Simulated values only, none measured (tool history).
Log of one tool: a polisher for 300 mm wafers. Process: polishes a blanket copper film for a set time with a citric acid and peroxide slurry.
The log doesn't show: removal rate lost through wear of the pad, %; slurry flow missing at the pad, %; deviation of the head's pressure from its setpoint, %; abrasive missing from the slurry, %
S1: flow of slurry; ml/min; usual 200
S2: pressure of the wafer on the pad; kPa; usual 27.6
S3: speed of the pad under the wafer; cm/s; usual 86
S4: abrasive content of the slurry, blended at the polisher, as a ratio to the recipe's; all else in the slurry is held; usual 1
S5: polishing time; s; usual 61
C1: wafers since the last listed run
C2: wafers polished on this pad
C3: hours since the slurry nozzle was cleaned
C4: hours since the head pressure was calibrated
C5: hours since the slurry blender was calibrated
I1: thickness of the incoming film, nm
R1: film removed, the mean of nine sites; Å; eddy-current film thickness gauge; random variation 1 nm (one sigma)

run    hour   S1    S2  S3    S4  S5   C1    C2     C3     C4     C5      I1    R1
  1       0  200  27.6  86     1  61    0  1027   22.3  194.1  154.6  1250.1  1289
  2    37.3  200  27.6  86     1  61  245  1273   59.6  231.4  191.9  1237.3  1268
  3    69.7  200  27.6  86     1  61  213  1486     92  263.8  224.3  1248.1  1273
  4    94.6  200  27.6  86     1  61  164  1650  116.9  288.7  249.2  1217.2  1280
      121.7  -- slurry blender recalibrated
      127.5  -- worn pad replaced by a new one
  5   144.5  200  27.6  86     1  61  289   111  166.8  338.6   22.8  1239.7  1266
  6   183.8  200  27.6  86     1  61  258   370  206.1  377.9   62.1    1216  1274
  7   259.5  200  27.6  86  0.85  61  498   869  281.8  453.6  137.8  1249.7  1227
  8   300.3  200  27.6  86  0.85  61  268  1137  322.6  494.4  178.6  1247.7  1225
  9   353.5  200  27.6  86  0.85  61  350  1488  375.8  547.6  231.8  1232.7  1242
        357  -- head pressure recalibrated
      374.6  -- slurry blender recalibrated
      385.3  -- worn pad replaced by a new one
 10   417.3  200  27.6  86     1  61  367   210  439.6   60.3   42.7  1244.3  1247
 11   471.6  200  27.6  86     1  61  357   568  493.9  114.6     97  1250.5  1240
 12   503.1  200  22.1  86     1  61  207   775  525.4  146.1  128.5  1228.8  1053
 13   556.5  200  22.1  86     1  61  351  1127  578.8  199.5  181.9  1243.4  1055
 14   608.9  200  27.6  86     1  55  345  1472  631.2  251.9  234.3  1239.4  1093
      626.2  -- slurry blender recalibrated
      652.6  -- slurry nozzle cleaned
 15   656.7  145  18.6  96     1  78  295  1767    4.1  299.7   30.5  1231.4  1282
      665.9  -- worn pad replaced by a new one
 16   691.7  200  27.6  86  1.25  61  204   169   39.1  334.7   65.5    1228  1294
 17   728.6  200  27.6  86     1  61  243   413     76  371.6  102.4  1230.2  1258
      859.8  -- head pressure recalibrated
 18   866.5  200  34.5  56     1  61  895  1308  213.9    6.7  240.3  1218.7  1002
      870.2  -- slurry blender recalibrated
 19   892.7  200  36.5  72     1  61  159  1467  240.1   32.9   22.5  1245.1  1318
      900.3  -- worn pad replaced by a new one
 20   949.2  200  27.6  70  0.75  61  345   322  296.6   89.4     79  1232.3   987
 21  1002.3  200  27.6  86     1  61  349   671  349.7  142.5  132.1  1225.4  1239
 22  1037.6  150  27.6  86     1  61  232   904    385  177.8  167.4  1237.9  1198
 23  1066.5  200  27.6  86     1  61  190  1094  413.9  206.7  196.3  1217.4  1245
 24  1124.5  200  24.8  86     1  61  382  1476  471.9  264.7  254.3  1231.3  1161
     1141.5  -- slurry blender recalibrated
     1162.8  -- worn pad replaced by a new one
 25  1173.3  200  27.6  86     1  61  281    69  520.7  313.5   31.8  1232.2  1236
 26  1231.5  200  27.6  86     1  68  383   452  578.9  371.7     90  1238.4  1360
 27  1290.8  200  27.6  86     1  42  390   843  638.2    431  149.3  1234.2   827

What the log doesn't show, run by run:
removal rate lost through wear of the pad, %: 0 in every run
deviation of the head's pressure from its setpoint, %: 0 in every run
abrasive missing from the slurry, %: 0 in every run
H1: slurry flow missing at the pad, %
run     H1
  1  0.718
  2  0.919
  3   1.24
  4   1.58
  5   2.51
  6   3.48
  7    5.9
  8   7.52
  9   9.96
 10   13.4
 11   16.7
 12   18.8
 13   22.7
 14   26.9
 15   7.82
 16   7.92
 17    8.2
 18   10.8
 19   11.6
 20   13.6
 21   15.9
 22   17.6
 23   19.1
 24   22.5
 25   25.6
 26   29.8
 27   34.6
